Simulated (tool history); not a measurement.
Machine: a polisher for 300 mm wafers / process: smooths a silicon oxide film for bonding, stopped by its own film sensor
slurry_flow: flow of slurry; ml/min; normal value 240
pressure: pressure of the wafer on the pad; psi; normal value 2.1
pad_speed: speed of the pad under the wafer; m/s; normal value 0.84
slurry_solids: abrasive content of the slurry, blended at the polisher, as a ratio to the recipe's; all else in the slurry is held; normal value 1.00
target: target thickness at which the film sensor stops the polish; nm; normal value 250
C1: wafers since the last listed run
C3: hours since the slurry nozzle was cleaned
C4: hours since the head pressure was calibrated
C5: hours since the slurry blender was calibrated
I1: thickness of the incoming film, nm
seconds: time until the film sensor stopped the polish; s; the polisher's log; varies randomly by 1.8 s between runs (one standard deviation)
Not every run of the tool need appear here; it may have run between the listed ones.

{"run": 1, "hour": 0.0, "slurry_flow": 240, "pressure": 2.1, "pad_speed": 0.84, "slurry_solids": 1.0, "target": 250, "C1": 0, "wafers polished on this pad": 1361, "C3": 364.2, "C4": 658.3, "C5": 120.9, "I1": 305.5, "seconds": 95.4}
{"hour": 2.1, "done": "worn pad replaced by a new one"}
{"run": 2, "hour": 17.3, "slurry_flow": 240, "pressure": 2.1, "pad_speed": 0.84, "slurry_solids": 1.0, "target": 250, "C1": 151, "wafers polished on this pad": 151, "C3": 381.5, "C4": 675.6, "C5": 138.2, "I1": 303.1, "seconds": 92.0}
{"run": 3, "hour": 33.7, "slurry_flow": 240, "pressure": 2.1, "pad_speed": 0.84, "slurry_solids": 1.0, "target": 250, "C1": 164, "wafers polished on this pad": 315, "C3": 397.9, "C4": 692.0, "C5": 154.6, "I1": 304.8, "seconds": 95.0}
{"run": 4, "hour": 63.3, "slurry_flow": 240, "pressure": 1.8, "pad_speed": 0.84, "slurry_solids": 1.0, "target": 250, "C1": 296, "wafers polished on this pad": 611, "C3": 427.5, "C4": 721.6, "C5": 184.2, "I1": 313.0, "seconds": 130.8}
{"run": 5, "hour": 77.2, "slurry_flow": 240, "pressure": 1.8, "pad_speed": 0.84, "slurry_solids": 1.0, "target": 250, "C1": 139, "wafers polished on this pad": 750, "C3": 441.4, "C4": 735.5, "C5": 198.1, "I1": 309.8, "seconds": 121.5}
{"hour": 107.4, "done": "slurry blender recalibrated"}
{"run": 6, "hour": 107.9, "slurry_flow": 240, "pressure": 2.1, "pad_speed": 0.84, "slurry_solids": 1.0, "target": 250, "C1": 287, "wafers polished on this pad": 1037, "C3": 472.1, "C4": 766.2, "C5": 0.5, "I1": 311.8, "seconds": 100.4}
{"run": 7, "hour": 128.5, "slurry_flow": 240, "pressure": 2.1, "pad_speed": 0.84, "slurry_solids": 1.0, "target": 250, "C1": 206, "wafers polished on this pad": 1243, "C3": 492.7, "C4": 786.8, "C5": 21.1, "I1": 309.9, "seconds": 102.8}
{"hour": 148.1, "done": "worn pad replaced by a new one"}
{"run": 8, "hour": 148.6, "slurry_flow": 240, "pressure": 2.1, "pad_speed": 0.84, "slurry_solids": 1.0, "target": 250, "C1": 161, "wafers polished on this pad": 4, "C3": 512.8, "C4": 806.9, "C5": 41.2, "I1": 308.3, "seconds": 101.2}
{"run": 9, "hour": 180.6, "slurry_flow": 240, "pressure": 2.1, "pad_speed": 0.84, "slurry_solids": 1.0, "target": 250, "C1": 320, "wafers polished on this pad": 324, "C3": 544.8, "C4": 838.9, "C5": 73.2, "I1": 316.7, "seconds": 116.0}
{"run": 10, "hour": 209.4, "slurry_flow": 240, "pressure": 2.1, "pad_speed": 0.84, "slurry_solids": 1.0, "target": 250, "C1": 288, "wafers polished on this pad": 612, "C3": 573.6, "C4": 867.7, "C5": 102.0, "I1": 310.1, "seconds": 102.6}
{"run": 11, "hour": 225.4, "slurry_flow": 240, "pressure": 2.1, "pad_speed": 0.84, "slurry_solids": 0.85, "target": 250, "C1": 160, "wafers polished on this pad": 772, "C3": 589.6, "C4": 883.7, "C5": 118.0, "I1": 310.2, "seconds": 114.0}
{"hour": 261.2, "done": "worn pad replaced by a new one"}
{"run": 12, "hour": 261.7, "slurry_flow": 240, "pressure": 2.1, "pad_speed": 0.84, "slurry_solids": 1.0, "target": 262, "C1": 323, "wafers polished on this pad": 5, "C3": 625.9, "C4": 920.0, "C5": 154.3, "I1": 314.1, "seconds": 93.1}
{"run": 13, "hour": 272.7, "slurry_flow": 240, "pressure": 2.1, "pad_speed": 0.84, "slurry_solids": 1.0, "target": 250, "C1": 110, "wafers polished on this pad": 115, "C3": 636.9, "C4": 931.0, "C5": 165.3, "I1": 312.7, "seconds": 110.5}
{"run": 14, "hour": 300.5, "slurry_flow": 240, "pressure": 2.3, "pad_speed": 0.98, "slurry_solids": 1.0, "target": 250, "C1": 278, "wafers polished on this pad": 393, "C3": 664.7, "C4": 958.8, "C5": 193.1, "I1": 306.3, "seconds": 85.4}
{"run": 15, "hour": 320.7, "slurry_flow": 285, "pressure": 2.1, "pad_speed": 0.84, "slurry_solids": 0.8, "target": 256, "C1": 202, "wafers polished on this pad": 595, "C3": 684.9, "C4": 979.0, "C5": 213.3, "I1": 309.9, "seconds": 109.9}
{"hour": 332.3, "done": "head pressure recalibrated"}
{"run": 16, "hour": 355.9, "slurry_flow": 240, "pressure": 2.1, "pad_speed": 0.84, "slurry_solids": 1.2, "target": 269, "C1": 332, "wafers polished on this pad": 927, "C3": 720.1, "C4": 23.6, "C5": 248.5, "I1": 309.9, "seconds": 73.3}

What will run 17 give?
{"hour": 385.3, "done": "worn pad replaced by a new one"}
{"hour": 386.1, "done": "slurry blender recalibrated"}
{"run": 17, "hour": 386.7, "slurry_flow": 205, "pressure": 2.1, "pad_speed": 0.92, "slurry_solids": 1.0, "target": 240, "C1": 260, "wafers polished on this pad": 6, "C3": 750.9, "C4": 54.4, "C5": 0.6, "I1": 310.5, "seconds": "?"}

seconds: 108.0 s
Were there no unlogged condition in the tool, this run, its random variation unchanged, would have produced seconds 107.8 s.
